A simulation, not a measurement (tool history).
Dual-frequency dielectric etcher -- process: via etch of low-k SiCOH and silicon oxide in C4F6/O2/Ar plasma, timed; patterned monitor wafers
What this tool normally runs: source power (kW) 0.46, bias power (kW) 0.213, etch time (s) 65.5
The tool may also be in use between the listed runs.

run,hour,source power (kW),bias power (kW),etch time (s),wafers since the last listed run,hours since the last wet clean,hours since the last source power generator calibration,hours since the last bias power generator calibration,hours since the last upper electrode change,hours since the gauge calibration,"read-back reference wafer on the same gauge, depth_nm",mean etch depth across the wafer (nm)
1,0,0.46,0.213,65.5,0,380.1,2561.2,17,5913.3,558,216.1,204.3
2,32.2,0.46,0.213,65.5,564,412.3,2593.4,49.2,5945.5,590.2,215.3,203.9
# hour 61.5: wet clean of the chamber
3,62,0.46,0.213,65.5,101,0.5,2623.2,79,5975.3,620,215.3,201.3
# hour 106.7: upper electrode replaced
4,107.2,0.46,0.247,65.5,371,45.7,2668.4,124.2,0.5,665.2,214.8,208.8
5,130.4,0.46,0.213,65.5,406,68.9,2691.6,147.4,23.7,688.4,214.4,205.1
6,152.6,0.46,0.213,65.5,389,91.1,2713.8,169.6,45.9,710.6,214.4,203.1
7,171.2,0.46,0.213,65.5,326,109.7,2732.4,188.2,64.5,729.2,214.8,199.8
8,190.4,0.46,0.227,65.5,336,128.9,2751.6,207.4,83.7,748.4,214.4,204.3
9,211.3,0.4,0.213,65.5,366,149.8,2772.5,228.3,104.6,769.3,214.3,191.1
10,231.9,0.46,0.213,59.5,361,170.4,2793.1,248.9,125.2,789.9,213.9,183.8
11,254.3,0.46,0.213,65.5,392,192.8,2815.5,271.3,147.6,812.3,214.2,203.4
12,277.2,0.46,0.227,54.5,401,215.7,2838.4,294.2,170.5,835.2,213.3,171
13,308.9,0.46,0.213,65.5,555,247.4,2870.1,325.9,202.2,866.9,213.4,200.7
# hour 313.9: source power generator calibrated
14,333.2,0.46,0.213,65.5,355,271.7,19.3,350.2,226.5,891.2,213.3,200.9
15,368.1,0.5,0.213,59.5,611,306.6,54.2,385.1,261.4,926.1,213,188.8
16,389.1,0.46,0.23,77,368,327.6,75.2,406.1,282.4,947.1,213.3,239.2
17,423.4,0.46,0.213,65.5,601,361.9,109.5,440.4,316.7,981.4,212.8,200
18,452.7,0.36,0.165,65.5,513,391.2,138.8,469.7,346,1010.7,212.4,176.8
# hour 483.6: wet clean of the chamber
19,484.1,0.51,0.213,52.5,129,0.5,170.2,501.1,377.4,1042.1,212.7,165.5
20,489,0.46,0.213,81,85,5.4,175.1,506,382.3,1047,212.5,244.6
21,517.8,0.41,0.213,53.5,505,34.2,203.9,534.8,411.1,1075.8,211.9,156.5
# hour 522.3: gauge calibrated
22,603.9,0.46,0.213,65.5,1509,120.3,290,620.9,497.2,81.6,218.6,207.5
23,616.3,0.46,0.213,65.5,217,132.7,302.4,633.3,509.6,94,218.3,207.6
24,646.6,0.35,0.175,58.5,531,163,332.7,663.6,539.9,124.3,218.5,159.2
25,680.2,0.46,0.247,76,589,196.6,366.3,697.2,573.5,157.9,218.2,247.9
26,698.2,0.46,0.213,65.5,315,214.6,384.3,715.2,591.5,175.9,218.3,204.8
27,727.2,0.46,0.213,65.5,508,243.6,413.3,744.2,620.5,204.9,217.9,203.1
28,751.9,0.46,0.227,54.5,433,268.3,438,768.9,645.2,229.6,217.8,172.2
29,773.6,0.41,0.174,74,380,290,459.7,790.6,666.9,251.3,218,213.8

For each entry between runs, how does the tool's hidden state at the last listed run before it compare with that at the first listed run after it?
In the gap between runs 2 and 3: wet clean of the chamber (hour 61.5)
  gauge reads high (%): -2.14 -> -2.23
  measured value less the no-hidden-state value, mean etch depth across the wafer (nm): -4.5 -> -4.6
In the gap between runs 3 and 4: upper electrode replaced (hour 106.7)
  gauge reads high (%): -2.23 -> -2.36
  measured value less the no-hidden-state value, mean etch depth across the wafer (nm): -4.6 -> -5.1
In the gap between runs 13 and 14: source power generator calibrated (hour 313.9)
  gauge reads high (%): -2.95 -> -3.02
  measured value less the no-hidden-state value, mean etch depth across the wafer (nm): -6.1 -> -6.3
In the gap between runs 18 and 19: wet clean of the chamber (hour 483.6)
  gauge reads high (%): -3.37 -> -3.47
  measured value less the no-hidden-state value, mean etch depth across the wafer (nm): -6.2 -> -6
In the gap between runs 21 and 22: gauge calibrated (hour 522.3)
  gauge reads high (%): -3.57 -> -0.546
  measured value less the no-hidden-state value, mean etch depth across the wafer (nm): -5.8 -> -1.2
